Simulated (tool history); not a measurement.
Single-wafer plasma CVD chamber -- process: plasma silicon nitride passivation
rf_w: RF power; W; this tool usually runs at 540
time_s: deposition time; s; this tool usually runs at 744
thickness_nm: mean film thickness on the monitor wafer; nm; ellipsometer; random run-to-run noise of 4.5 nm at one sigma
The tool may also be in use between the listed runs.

run	day	rf_w	time_s	wafers since the last listed run	hours since the last RF generator calibration	hours since the showerhead was replaced	hours since the gauge calibration	read-back reference wafer on the same gauge, thickness_nm	thickness_nm
1	0	620	860	0	1922.2	7490.6	78.8	937.975	1451.008
2	1.192	540	744	60	1950.8	7519.2	107.4	939.524	1163.966
3	2.179	540	744	50	1974.5	7542.9	131.1	940.125	1165.21
4	4.575	540	744	122	2032	7600.4	188.6	938.654	1171.645
# day 6.567: gauge calibrated
5	7.879	540	744	168	2111.3	7679.7	31.5	940.848	1171.632
6	8.488	540	744	31	2125.9	7694.3	46.1	939.323	1162.626
# day 9.458: showerhead replaced
7	9.479	540	792	33	2149.7	0.5	69.9	941.515	1242.701
8	10.212	540	792	37	2167.3	18.1	87.5	939.988	1244.56
9	10.754	540	792	27	2180.3	31.1	100.5	939.319	1252.689
10	11.971	630	744	62	2209.5	60.3	129.7	939.09	1262.483
# day 12.396: RF generator calibrated
11	13.038	585	859	37	15.4	85.9	155.3	940.545	1401.383
12	13.729	475	643	35	32	102.5	171.9	938.974	938.668
13	14.525	495	646	40	51.1	121.6	191	940.115	968.248
14	15.892	540	744	69	83.9	154.4	223.8	940.06	1171.563
15	16.646	450	888	38	102	172.5	241.9	940.066	1264.545
# day 16.667: gauge calibrated
16	17.196	540	744	28	115.2	185.7	12.7	940.349	1162.449

For run 17, what comes out?
17	17.942	610	610	38	133.1	203.6	30.6	?	?

{"run 17": {"read-back reference wafer on the same gauge, thickness_nm": 940.49, "thickness_nm": 1010.483}}
With the hidden condition absent and the run-to-run variation left alone, this run would have shown thickness_nm 1010.483 nm.
